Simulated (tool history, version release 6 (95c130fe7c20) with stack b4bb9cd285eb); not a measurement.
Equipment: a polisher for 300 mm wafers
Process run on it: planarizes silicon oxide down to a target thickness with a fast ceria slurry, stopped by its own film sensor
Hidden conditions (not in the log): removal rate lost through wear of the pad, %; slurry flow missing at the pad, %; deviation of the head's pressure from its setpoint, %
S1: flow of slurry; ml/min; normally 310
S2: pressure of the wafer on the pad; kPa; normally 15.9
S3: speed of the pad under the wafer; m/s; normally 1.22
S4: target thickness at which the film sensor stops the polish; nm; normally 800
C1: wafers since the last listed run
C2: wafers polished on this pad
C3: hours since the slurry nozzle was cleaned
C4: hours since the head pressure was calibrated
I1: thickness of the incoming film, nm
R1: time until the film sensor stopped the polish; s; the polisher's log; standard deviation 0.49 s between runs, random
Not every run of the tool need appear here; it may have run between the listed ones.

{"run": 1, "day": 0.0, "S1": 310, "S2": 15.9, "S3": 1.22, "S4": 961, "C1": 0, "C2": 490, "C3": 194.1, "C4": 932.9, "I1": 1775.8, "R1": 40.9}
{"run": 2, "day": 0.662, "S1": 310, "S2": 15.9, "S3": 1.22, "S4": 961, "C1": 137, "C2": 627, "C3": 210.0, "C4": 948.8, "I1": 1750.6, "R1": 40.6}
{"day": 0.938, "done": "worn pad replaced by a new one"}
{"run": 3, "day": 1.054, "S1": 310, "S2": 15.9, "S3": 1.22, "S4": 961, "C1": 46, "C2": 24, "C3": 219.4, "C4": 958.2, "I1": 1776.5, "R1": 41.6}
{"run": 4, "day": 1.421, "S1": 310, "S2": 15.9, "S3": 1.22, "S4": 800, "C1": 76, "C2": 100, "C3": 228.2, "C4": 967.0, "I1": 1804.7, "R1": 51.3}
{"run": 5, "day": 2.054, "S1": 310, "S2": 15.9, "S3": 1.22, "S4": 800, "C1": 131, "C2": 232, "C3": 243.4, "C4": 982.2, "I1": 1769.6, "R1": 50.1}
{"run": 6, "day": 2.333, "S1": 310, "S2": 15.9, "S3": 1.22, "S4": 800, "C1": 58, "C2": 290, "C3": 250.1, "C4": 988.9, "I1": 1761.8, "R1": 50.0}
{"run": 7, "day": 3.075, "S1": 280, "S2": 15.9, "S3": 1.22, "S4": 800, "C1": 154, "C2": 444, "C3": 267.9, "C4": 1006.7, "I1": 1743.4, "R1": 49.7}
{"run": 8, "day": 3.471, "S1": 310, "S2": 15.9, "S3": 1.22, "S4": 800, "C1": 82, "C2": 526, "C3": 277.4, "C4": 1016.2, "I1": 1762.4, "R1": 49.8}
{"day": 4.171, "done": "worn pad replaced by a new one"}
{"run": 9, "day": 4.192, "S1": 310, "S2": 15.9, "S3": 1.22, "S4": 800, "C1": 115, "C2": 4, "C3": 294.7, "C4": 1033.5, "I1": 1776.3, "R1": 50.9}
{"run": 10, "day": 4.317, "S1": 310, "S2": 15.9, "S3": 1.22, "S4": 800, "C1": 25, "C2": 30, "C3": 297.7, "C4": 1036.5, "I1": 1760.9, "R1": 50.4}
{"run": 11, "day": 4.975, "S1": 310, "S2": 15.9, "S3": 1.22, "S4": 800, "C1": 136, "C2": 167, "C3": 313.5, "C4": 1052.3, "I1": 1758.4, "R1": 49.2}
{"run": 12, "day": 5.358, "S1": 310, "S2": 15.9, "S3": 1.22, "S4": 800, "C1": 79, "C2": 246, "C3": 322.7, "C4": 1061.5, "I1": 1774.2, "R1": 50.2}
{"run": 13, "day": 5.671, "S1": 310, "S2": 15.9, "S3": 1.22, "S4": 800, "C1": 64, "C2": 311, "C3": 330.2, "C4": 1069.0, "I1": 1801.0, "R1": 52.4}
{"run": 14, "day": 6.346, "S1": 310, "S2": 15.9, "S3": 1.22, "S4": 800, "C1": 140, "C2": 452, "C3": 346.4, "C4": 1085.2, "I1": 1759.0, "R1": 49.8}
{"run": 15, "day": 6.954, "S1": 310, "S2": 15.9, "S3": 1.22, "S4": 800, "C1": 126, "C2": 578, "C3": 361.0, "C4": 1099.8, "I1": 1750.3, "R1": 49.8}
{"run": 16, "day": 7.671, "S1": 310, "S2": 15.9, "S3": 1.22, "S4": 800, "C1": 149, "C2": 727, "C3": 378.2, "C4": 1117.0, "I1": 1808.8, "R1": 53.1}
{"day": 7.883, "done": "head pressure recalibrated"}
{"day": 7.996, "done": "worn pad replaced by a new one"}
{"day": 8.046, "done": "slurry nozzle cleaned"}
{"run": 17, "day": 8.396, "S1": 310, "S2": 15.9, "S3": 1.22, "S4": 800, "C1": 101, "C2": 74, "C3": 8.4, "C4": 12.3, "I1": 1807.2, "R1": 49.6}
{"run": 18, "day": 9.025, "S1": 310, "S2": 15.9, "S3": 1.22, "S4": 1102, "C1": 130, "C2": 205, "C3": 23.5, "C4": 27.4, "I1": 1770.8, "R1": 33.7}
{"run": 19, "day": 9.288, "S1": 270, "S2": 13.8, "S3": 1.48, "S4": 800, "C1": 54, "C2": 260, "C3": 29.8, "C4": 33.7, "I1": 1783.4, "R1": 48.8}
{"run": 20, "day": 10.979, "S1": 250, "S2": 11.0, "S3": 1.22, "S4": 975, "C1": 351, "C2": 612, "C3": 70.4, "C4": 74.3, "I1": 1791.5, "R1": 60.5}
{"day": 11.75, "done": "worn pad replaced by a new one"}
{"run": 21, "day": 11.771, "S1": 310, "S2": 15.9, "S3": 1.22, "S4": 800, "C1": 129, "C2": 4, "C3": 89.4, "C4": 93.3, "I1": 1794.5, "R1": 50.3}
{"run": 22, "day": 12.35, "S1": 310, "S2": 18.6, "S3": 1.12, "S4": 657, "C1": 120, "C2": 124, "C3": 103.3, "C4": 107.2, "I1": 1800.4, "R1": 53.1}
{"run": 23, "day": 12.725, "S1": 365, "S2": 15.9, "S3": 1.22, "S4": 980, "C1": 77, "C2": 202, "C3": 112.3, "C4": 116.2, "I1": 1778.9, "R1": 39.5}
{"run": 24, "day": 13.471, "S1": 340, "S2": 14.5, "S3": 1.46, "S4": 800, "C1": 155, "C2": 358, "C3": 130.2, "C4": 134.1, "I1": 1757.9, "R1": 45.9}
{"run": 25, "day": 14.012, "S1": 395, "S2": 15.9, "S3": 0.8, "S4": 800, "C1": 112, "C2": 470, "C3": 143.2, "C4": 147.1, "I1": 1773.3, "R1": 71.1}
{"run": 26, "day": 14.533, "S1": 310, "S2": 15.9, "S3": 1.22, "S4": 800, "C1": 108, "C2": 578, "C3": 155.7, "C4": 159.6, "I1": 1753.9, "R1": 48.0}
{"day": 15.021, "done": "worn pad replaced by a new one"}
{"run": 27, "day": 15.221, "S1": 310, "S2": 15.9, "S3": 1.22, "S4": 800, "C1": 108, "C2": 41, "C3": 172.2, "C4": 176.1, "I1": 1755.9, "R1": 49.4}
{"run": 28, "day": 15.875, "S1": 395, "S2": 11.7, "S3": 1.22, "S4": 1107, "C1": 136, "C2": 177, "C3": 187.9, "C4": 191.8, "I1": 1786.2, "R1": 46.5}
{"run": 29, "day": 16.15, "S1": 310, "S2": 15.9, "S3": 1.22, "S4": 925, "C1": 57, "C2": 235, "C3": 194.5, "C4": 198.4, "I1": 1745.3, "R1": 42.4}

Pick out some run-to-run changes in R1. Of each, how much would a tool without hidden state show as well, from the settings, what came in and chance, and how much is left for the hidden state and any gauge scatter not in both results compared?
Run 15 -> 16: nothing adjusted, nothing logged. R1 +3.3 s: hidden state +0.5, all else +2.8.
Run 16 -> 17: head pressure recalibrated, worn pad replaced by a new one, slurry nozzle cleaned. R1 -3.5 s: hidden state -2.8, all else -0.7.
Run 24 -> 25: S1 340 -> 395, S2 14.5 -> 15.9, S3 1.46 -> 0.80. R1 +25.2 s: hidden state +0.4, all else +24.8.
Run 25 -> 26: S1 395 -> 310, S3 0.80 -> 1.22. R1 -23.1 s: hidden state -0.1, all else -23.0.

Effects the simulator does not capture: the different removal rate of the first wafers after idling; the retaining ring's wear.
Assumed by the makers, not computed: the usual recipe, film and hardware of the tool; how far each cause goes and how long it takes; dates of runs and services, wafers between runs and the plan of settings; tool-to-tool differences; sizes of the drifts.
